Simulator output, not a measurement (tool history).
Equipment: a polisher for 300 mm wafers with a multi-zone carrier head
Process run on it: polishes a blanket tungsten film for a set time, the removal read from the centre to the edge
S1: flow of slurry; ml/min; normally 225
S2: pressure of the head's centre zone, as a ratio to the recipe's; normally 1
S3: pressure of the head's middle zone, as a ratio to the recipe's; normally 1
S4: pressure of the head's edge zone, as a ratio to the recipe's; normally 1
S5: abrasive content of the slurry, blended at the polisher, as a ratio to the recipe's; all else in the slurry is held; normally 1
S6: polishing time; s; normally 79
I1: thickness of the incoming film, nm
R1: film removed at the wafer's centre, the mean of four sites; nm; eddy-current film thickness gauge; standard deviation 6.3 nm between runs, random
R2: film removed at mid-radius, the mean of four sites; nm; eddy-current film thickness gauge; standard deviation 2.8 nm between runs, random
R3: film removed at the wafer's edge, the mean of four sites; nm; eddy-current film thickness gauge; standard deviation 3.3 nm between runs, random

Run 1, day 0: usual settings; I1 1295.4. Result: R1 376.6 nm, R2 441 nm, R3 447.2 nm.
At day 2.204: worn pad replaced by a new one.
Run 2, day 2.225: usual settings but S1 280 ml/min, S2 1.04; I1 1320.1. Result: R1 391.7 nm, R2 450.5 nm, R3 457.3 nm.
Run 3, day 3.367: usual settings but S2 1.1, S4 1.09; I1 1308. Result: R1 414.6 nm, R2 442.6 nm, R3 458.7 nm.
At day 5.671: centre zone pressure recalibrated, repeated, since the last time left the tool worse.
Run 4, day 5.733: usual settings but S1 290 ml/min, S5 1.15; I1 1332. Result: R1 452.7 nm, R2 463.3 nm, R3 470.5 nm.
Run 5, day 7.962: usual settings; I1 1336.5. Result: R1 427.8 nm, R2 438.8 nm, R3 454.8 nm.
Run 6, day 9.617: usual settings but S1 275 ml/min, S4 0.95, S6 67 s; I1 1298.3. Result: R1 382 nm, R2 380.6 nm, R3 380.6 nm.
Run 7, day 11.875: usual settings; I1 1316.8. Result: R1 423.5 nm, R2 442.8 nm, R3 444.6 nm.
At day 12.433: carrier head's membrane replaced by a new one.
Run 8, day 14.329: usual settings but S2 0.94, S5 0.7; I1 1319.4. Result: R1 372.1 nm, R2 409 nm, R3 419 nm.
Run 9, day 16.125: usual settings; I1 1332.2. Result: R1 424.4 nm, R2 442.2 nm, R3 451 nm.
Run 10, day 17.483: usual settings but S1 195 ml/min; I1 1332.4. Result: R1 421.3 nm, R2 432.3 nm, R3 448.7 nm.
Run 11, day 19.392: usual settings but S1 155 ml/min, S3 0.97; I1 1302.8. Result: R1 398.5 nm, R2 416.4 nm, R3 433.4 nm.
At day 20.521: worn pad replaced by a new one.
Run 12, day 20.617: usual settings; I1 1329.9. Result: R1 419.3 nm, R2 445.3 nm, R3 447.8 nm.
At day 21.246: slurry nozzle cleaned.
Run 13, day 22.104: usual settings but S2 0.95, S5 0.85; I1 1338.2. Result: R1 394.2 nm, R2 425.7 nm, R3 430.7 nm.
Run 14, day 23.688: usual settings but S1 280 ml/min, S2 1.03, S4 1.03, S6 62 s; I1 1325.2. Result: R1 346.9 nm, R2 354.2 nm, R3 363.1 nm.
Run 15, day 25.517: usual settings but S1 150 ml/min, S2 0.93, S5 1.3; I1 1323.2. Result: R1 386.7 nm, R2 442.8 nm, R3 456.6 nm.
Run 16, day 27.312: usual settings but S2 1.11; I1 1318.4. Result: R1 470.7 nm, R2 441 nm, R3 453.6 nm.
Run 17, day 29.608: usual settings but S1 270 ml/min, S2 0.96, S3 0.89, S5 1.1; I1 1343.9. Result: R1 421.1 nm, R2 416 nm, R3 465 nm.
Run 18, day 31.483: usual settings but S2 1.04, S3 0.89; I1 1339. Result: R1 421 nm, R2 399.6 nm, R3 449.9 nm.
Run 19, day 34.133: usual settings but S2 1.1, S5 0.85; I1 1325.1. Result: R1 446.3 nm, R2 430.7 nm, R3 439.7 nm.
Run 20, day 36.046: usual settings; I1 1339.4. Result: R1 405.9 nm, R2 443.3 nm, R3 446.8 nm.
At day 37.008: edge zone pressure recalibrated.
Run 21, day 38.404: usual settings but S1 270 ml/min, S6 97 s; I1 1294.6. Result: R1 517.4 nm, R2 555.3 nm, R3 550.7 nm.
At day 38.767: worn pad replaced by a new one.
Run 22, day 40.338: usual settings but S2 1.03, S3 1.08; I1 1311.7. Result: R1 426.6 nm, R2 471.8 nm, R3 447.6 nm.

Here are 3 independent what-if runs from the current tool condition. What would each one return?
Run A, day 40.354: usual settings but S4 0.9; I1 1325.4. Result: R1 ?, R2 ?, R3 ?.
Run B, day 40.354: usual settings but S1 245 ml/min, S2 0.91, S3 0.92, S4 1.07; I1 1325.4. Result: R1 ?, R2 ?, R3 ?.
Run C, day 40.354: usual settings but S2 0.9, S6 94 s; I1 1325.4. Result: R1 ?, R2 ?, R3 ?.

run     R1     R2     R3
  A  411.6  444.4  431.8
  B  377.3  418.3  472.2
  C  440.1  528.9  539.7
With the hidden condition removed and each run's random variation left untouched, the same runs would have given:
run     R1     R2     R3
  A    440  444.2  431.8
  B  403.6  418.1  472.2
  C  470.7  528.8  539.7
